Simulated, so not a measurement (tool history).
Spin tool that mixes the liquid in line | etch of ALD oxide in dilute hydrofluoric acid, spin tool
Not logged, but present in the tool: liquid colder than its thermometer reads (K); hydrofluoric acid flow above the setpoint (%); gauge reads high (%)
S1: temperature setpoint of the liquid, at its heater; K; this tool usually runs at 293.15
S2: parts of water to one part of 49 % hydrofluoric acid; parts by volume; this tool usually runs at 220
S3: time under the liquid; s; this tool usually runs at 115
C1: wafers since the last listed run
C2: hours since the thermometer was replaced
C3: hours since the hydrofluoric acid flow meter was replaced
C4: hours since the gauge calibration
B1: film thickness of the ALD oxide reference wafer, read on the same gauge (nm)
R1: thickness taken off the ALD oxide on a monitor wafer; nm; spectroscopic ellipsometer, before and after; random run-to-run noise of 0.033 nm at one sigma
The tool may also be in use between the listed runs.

run    hour      S1   S2   S3   C1      C2     C3      C4      B1     R1
  1     0.0  293.15  220  115    0  1173.4  817.1   708.5  59.973  4.402
        0.0  -- hydrofluoric acid flow meter replaced
  2    35.1  293.15  220  115  464  1208.5   35.1   743.6  59.964  4.436
  3    98.6  296.15  220  115  840  1272.0   98.6   807.1  59.993  4.933
  4   147.0  296.15  220  115  640  1320.4  147.0   855.5  60.026  4.910
  5   186.3  293.15  260  115  520  1359.7  186.3   894.8  59.985  3.567
  6   237.9  293.15  290  115  683  1411.3  237.9   946.4  59.950  3.124
  7   267.7  293.15  220  115  394  1441.1  267.7   976.2  59.979  4.369
  8   335.8  293.15  220  115  901  1509.2  335.8  1044.3  60.049  4.441
  9   373.6  293.15  220  115  500  1547.0  373.6  1082.1  59.968  4.381
 10   435.7  293.15  220  150  822  1609.1  435.7  1144.2  59.994  5.658
 11   502.8  293.15  220  115  888  1676.2  502.8  1211.3  59.990  4.414
 12   549.1  293.15  220  115  613  1722.5  549.1  1257.6  60.008  4.404
      584.3  -- gauge calibrated
 13   604.9  293.15  220  115  738  1778.3  604.9    20.6  60.000  4.361
      640.1  -- thermometer replaced
 14   665.6  293.15  220  115  790    25.5  665.6    81.3  59.993  4.447
 15   731.1  294.65  160   50  867    91.0  731.1   146.8  59.998  2.963
 16   757.9  291.15  175  180  354   117.8  757.9   173.6  59.985  8.400
      803.2  -- hydrofluoric acid flow meter replaced
 17   819.1  293.15  220  115  797   179.0   15.9   234.8  60.013  4.388
 18   884.6  293.15  220  115  867   244.5   81.4   300.3  59.997  4.357
 19   954.0  294.65  255  115  919   313.9  150.8   369.7  59.983  3.865
 20  1008.7  296.15  165  115  724   368.6  205.5   424.4  60.001  6.997

For run 21, what comes out?
 21  1073.1  291.15  220  115  852  433.0  269.9  488.8   ?   ?

{"run 21": {"B1": 59.973, "R1": 4.058}}
On a tool with no hidden condition, and with the same random variation, this run would have come out at R1 4.058 nm.

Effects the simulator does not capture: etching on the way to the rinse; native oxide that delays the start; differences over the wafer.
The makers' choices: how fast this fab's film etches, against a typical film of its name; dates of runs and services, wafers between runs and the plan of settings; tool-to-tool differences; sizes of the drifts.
